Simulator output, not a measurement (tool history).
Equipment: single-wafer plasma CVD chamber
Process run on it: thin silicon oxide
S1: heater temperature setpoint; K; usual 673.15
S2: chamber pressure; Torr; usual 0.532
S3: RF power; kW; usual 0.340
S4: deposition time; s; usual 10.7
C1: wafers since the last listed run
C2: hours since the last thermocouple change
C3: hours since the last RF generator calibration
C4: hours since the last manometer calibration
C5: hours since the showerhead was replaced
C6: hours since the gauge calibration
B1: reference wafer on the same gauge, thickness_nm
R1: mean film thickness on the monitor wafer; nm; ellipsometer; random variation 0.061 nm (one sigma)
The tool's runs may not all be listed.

run	hour	S1	S2	S3	S4	C1	C2	C3	C4	C5	C6	B1	R1
1	0.0	673.15	0.532	0.340	10.7	0	1168.9	1734.1	1355.0	6135.7	896.1	11.848	13.100
2	30.1	673.15	0.561	0.340	10.7	993	1199.0	1764.2	1385.1	6165.8	926.2	11.842	13.803
3	51.5	673.15	0.532	0.340	10.7	706	1220.4	1785.6	1406.5	6187.2	947.6	11.842	13.139
4	64.8	673.15	0.532	0.340	10.7	439	1233.7	1798.9	1419.8	6200.5	960.9	11.839	13.095
# hour 80.8: showerhead replaced
5	95.3	673.15	0.532	0.340	10.7	742	1264.2	1829.4	1450.3	14.5	991.4	11.881	13.206
# hour 113.8: gauge calibrated
6	128.2	673.15	0.532	0.340	10.7	1086	1297.1	1862.3	1483.2	47.4	14.4	11.315	12.708
7	146.1	673.15	0.635	0.340	10.7	591	1315.0	1880.2	1501.1	65.3	32.3	11.310	14.911
8	170.7	682.15	0.532	0.340	10.7	812	1339.6	1904.8	1525.7	89.9	56.9	11.311	12.514
9	205.2	665.15	0.403	0.305	12.4	1139	1374.1	1939.3	1560.2	124.4	91.4	11.342	10.602
# hour 226.0: capacitance manometer re-zeroed and calibrated
10	231.6	673.15	0.482	0.340	9.5	607	1400.5	1965.7	5.6	150.8	117.8	11.342	10.138
11	249.4	681.15	0.416	0.285	11.9	587	1418.3	1983.5	23.4	168.6	135.6	11.349	9.933
12	266.9	684.15	0.532	0.400	10.7	577	1435.8	2001.0	40.9	186.1	153.1	11.364	13.412
13	294.9	673.15	0.532	0.405	10.7	924	1463.8	2029.0	68.9	214.1	181.1	11.372	13.467
14	314.3	673.15	0.532	0.340	10.7	640	1483.2	2048.4	88.3	233.5	200.5	11.361	12.607
# hour 337.9: thermocouple changed; heater temperature recalibrated
15	338.4	673.15	0.627	0.340	10.7	531	0.5	2072.5	112.4	257.6	224.6	11.385	14.924
16	364.5	673.15	0.598	0.275	11.3	861	26.6	2098.6	138.5	283.7	250.7	11.417	13.742
17	399.4	673.15	0.532	0.340	10.7	1152	61.5	2133.5	173.4	318.6	285.6	11.418	12.788
18	412.0	680.15	0.443	0.275	10.7	416	74.1	2146.1	186.0	331.2	298.2	11.409	9.556
19	442.1	682.15	0.532	0.340	10.1	993	104.2	2176.2	216.1	361.3	328.3	11.432	11.858
# hour 459.9: RF generator calibrated
20	464.7	673.15	0.532	0.340	10.7	482	126.8	4.8	238.7	383.9	350.9	11.457	12.685
21	488.3	673.15	0.410	0.340	9.0	779	150.4	28.4	262.3	407.5	374.5	11.451	8.192
22	556.2	673.15	0.440	0.340	9.0	2242	218.3	96.3	330.2	475.4	442.4	11.495	8.917
23	581.4	659.15	0.532	0.300	10.1	832	243.5	121.5	355.4	500.6	467.6	11.515	11.629
24	597.2	673.15	0.532	0.340	10.7	521	259.3	137.3	371.2	516.4	483.4	11.495	12.883
25	617.2	682.15	0.406	0.380	11.8	660	279.3	157.3	391.2	536.4	503.4	11.539	11.125
26	629.3	665.15	0.614	0.340	10.1	399	291.4	169.4	403.3	548.5	515.5	11.535	13.886
27	654.0	673.15	0.532	0.340	10.7	815	316.1	194.1	428.0	573.2	540.2	11.541	12.874
28	685.6	673.15	0.574	0.340	10.7	1043	347.7	225.7	459.6	604.8	571.8	11.545	13.786
29	707.7	673.15	0.532	0.360	10.7	729	369.8	247.8	481.7	626.9	593.9	11.552	13.234
30	735.5	673.15	0.440	0.340	9.0	918	397.6	275.6	509.5	654.7	621.7	11.583	8.886

Branching from run 30: 3 alternative next runs. What would each branch give?
A	735.9	673.15	0.532	0.340	10.7	13	398.0	276.0	509.9	655.1	622.1	?	?
B	735.9	687.15	0.413	0.340	10.0	13	398.0	276.0	509.9	655.1	622.1	?	?
C	735.9	661.15	0.630	0.340	10.7	13	398.0	276.0	509.9	655.1	622.1	?	?

run	B1	R1
A	11.571	12.882
B	11.571	9.207
C	11.571	15.372
Stripped of hidden state, with their random variation kept, the same runs would have yielded:
run	R1
A	12.577
B	8.989
C	15.009
